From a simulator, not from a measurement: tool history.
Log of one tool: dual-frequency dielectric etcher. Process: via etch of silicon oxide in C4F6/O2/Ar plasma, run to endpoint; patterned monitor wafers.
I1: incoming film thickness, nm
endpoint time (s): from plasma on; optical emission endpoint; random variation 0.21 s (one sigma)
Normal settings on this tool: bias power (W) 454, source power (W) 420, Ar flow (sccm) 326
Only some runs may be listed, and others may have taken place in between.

run 1 hour=0.0 | bias_power_(W)=454 source_power_(W)=420 Ar_flow_(sccm)=296 | I1=147.3 | endpoint_time_(s)=29.2
run 2 hour=35.3 | bias_power_(W)=454 source_power_(W)=420 Ar_flow_(sccm)=296 | I1=145.6 | endpoint_time_(s)=28.8
run 3 hour=55.6 | bias_power_(W)=490 source_power_(W)=420 Ar_flow_(sccm)=326 | I1=147.2 | endpoint_time_(s)=28.5
run 4 hour=69.2 | bias_power_(W)=454 source_power_(W)=420 Ar_flow_(sccm)=326 | I1=146.7 | endpoint_time_(s)=29.6
run 5 hour=97.1 | bias_power_(W)=454 source_power_(W)=420 Ar_flow_(sccm)=326 | I1=147.1 | endpoint_time_(s)=29.4
-- hour=139.2 upper electrode replaced
run 6 hour=139.7 | bias_power_(W)=454 source_power_(W)=420 Ar_flow_(sccm)=261 | I1=146.6 | endpoint_time_(s)=28.4
run 7 hour=162.3 | bias_power_(W)=454 source_power_(W)=420 Ar_flow_(sccm)=261 | I1=148.1 | endpoint_time_(s)=28.7
-- hour=209.0 Ar flow controller replaced
run 8 hour=209.5 | bias_power_(W)=454 source_power_(W)=420 Ar_flow_(sccm)=326 | I1=148.3 | endpoint_time_(s)=29.1
run 9 hour=221.0 | bias_power_(W)=454 source_power_(W)=420 Ar_flow_(sccm)=270 | I1=146.5 | endpoint_time_(s)=28.5
run 10 hour=237.8 | bias_power_(W)=454 source_power_(W)=420 Ar_flow_(sccm)=256 | I1=147.6 | endpoint_time_(s)=28.7
run 11 hour=258.2 | bias_power_(W)=454 source_power_(W)=360 Ar_flow_(sccm)=284 | I1=148.0 | endpoint_time_(s)=31.0
-- hour=294.3 wet clean of the chamber
run 12 hour=294.8 | bias_power_(W)=392 source_power_(W)=490 Ar_flow_(sccm)=326 | I1=147.7 | endpoint_time_(s)=30.5
run 13 hour=303.0 | bias_power_(W)=454 source_power_(W)=420 Ar_flow_(sccm)=326 | I1=148.1 | endpoint_time_(s)=31.0
run 14 hour=397.1 | bias_power_(W)=486 source_power_(W)=450 Ar_flow_(sccm)=288 | I1=147.3 | endpoint_time_(s)=28.4
run 15 hour=420.3 | bias_power_(W)=454 source_power_(W)=420 Ar_flow_(sccm)=392 | I1=146.0 | endpoint_time_(s)=30.6
-- hour=427.3 bias power generator calibrated
run 16 hour=451.7 | bias_power_(W)=454 source_power_(W)=420 Ar_flow_(sccm)=278 | I1=147.0 | endpoint_time_(s)=29.4
-- hour=480.6 source power generator calibrated
run 17 hour=481.1 | bias_power_(W)=533 source_power_(W)=420 Ar_flow_(sccm)=326 | I1=146.6 | endpoint_time_(s)=27.9
run 18 hour=507.8 | bias_power_(W)=454 source_power_(W)=370 Ar_flow_(sccm)=258 | I1=146.3 | endpoint_time_(s)=30.8
run 19 hour=539.6 | bias_power_(W)=454 source_power_(W)=420 Ar_flow_(sccm)=278 | I1=146.9 | endpoint_time_(s)=29.6
run 20 hour=567.3 | bias_power_(W)=454 source_power_(W)=420 Ar_flow_(sccm)=353 | I1=146.6 | endpoint_time_(s)=30.0
run 21 hour=582.4 | bias_power_(W)=454 source_power_(W)=420 Ar_flow_(sccm)=326 | I1=146.8 | endpoint_time_(s)=29.8
run 22 hour=611.5 | bias_power_(W)=454 source_power_(W)=420 Ar_flow_(sccm)=326 | I1=147.6 | endpoint_time_(s)=30.3
run 23 hour=640.9 | bias_power_(W)=365 source_power_(W)=460 Ar_flow_(sccm)=326 | I1=148.3 | endpoint_time_(s)=31.2
run 24 hour=659.8 | bias_power_(W)=561 source_power_(W)=470 Ar_flow_(sccm)=373 | I1=146.6 | endpoint_time_(s)=25.9
run 25 hour=677.6 | bias_power_(W)=454 source_power_(W)=420 Ar_flow_(sccm)=326 | I1=146.0 | endpoint_time_(s)=29.4
run 26 hour=696.1 | bias_power_(W)=533 source_power_(W)=480 Ar_flow_(sccm)=264 | I1=147.7 | endpoint_time_(s)=25.7
run 27 hour=717.8 | bias_power_(W)=568 source_power_(W)=330 Ar_flow_(sccm)=268 | I1=146.4 | endpoint_time_(s)=29.2
-- hour=761.2 wet clean of the chamber
run 28 hour=761.7 | bias_power_(W)=379 source_power_(W)=450 Ar_flow_(sccm)=406 | I1=147.6 | endpoint_time_(s)=32.8

Below are 5 alternative next runs, each starting from the tool's condition after run 28. Predict each:
run A hour=762.1 | bias_power_(W)=454 source_power_(W)=420 Ar_flow_(sccm)=245 | I1=147.3 | endpoint_time_(s)=?
run B hour=762.1 | bias_power_(W)=488 source_power_(W)=380 Ar_flow_(sccm)=300 | I1=147.3 | endpoint_time_(s)=?
run C hour=762.1 | bias_power_(W)=454 source_power_(W)=340 Ar_flow_(sccm)=304 | I1=147.3 | endpoint_time_(s)=?
run D hour=762.1 | bias_power_(W)=454 source_power_(W)=420 Ar_flow_(sccm)=297 | I1=147.3 | endpoint_time_(s)=?
run E hour=762.1 | bias_power_(W)=568 source_power_(W)=340 Ar_flow_(sccm)=302 | I1=147.3 | endpoint_time_(s)=?

run=A endpoint_time_(s)=29.7
run=B endpoint_time_(s)=30.8
run=C endpoint_time_(s)=33.4
run=D endpoint_time_(s)=30.3
run=E endpoint_time_(s)=30.4
Take away the tool's hidden state, keep each run's random variation, and the runs would have read:
run=A endpoint_time_(s)=29.8
run=B endpoint_time_(s)=30.9
run=C endpoint_time_(s)=33.6
run=D endpoint_time_(s)=30.4
run=E endpoint_time_(s)=30.6

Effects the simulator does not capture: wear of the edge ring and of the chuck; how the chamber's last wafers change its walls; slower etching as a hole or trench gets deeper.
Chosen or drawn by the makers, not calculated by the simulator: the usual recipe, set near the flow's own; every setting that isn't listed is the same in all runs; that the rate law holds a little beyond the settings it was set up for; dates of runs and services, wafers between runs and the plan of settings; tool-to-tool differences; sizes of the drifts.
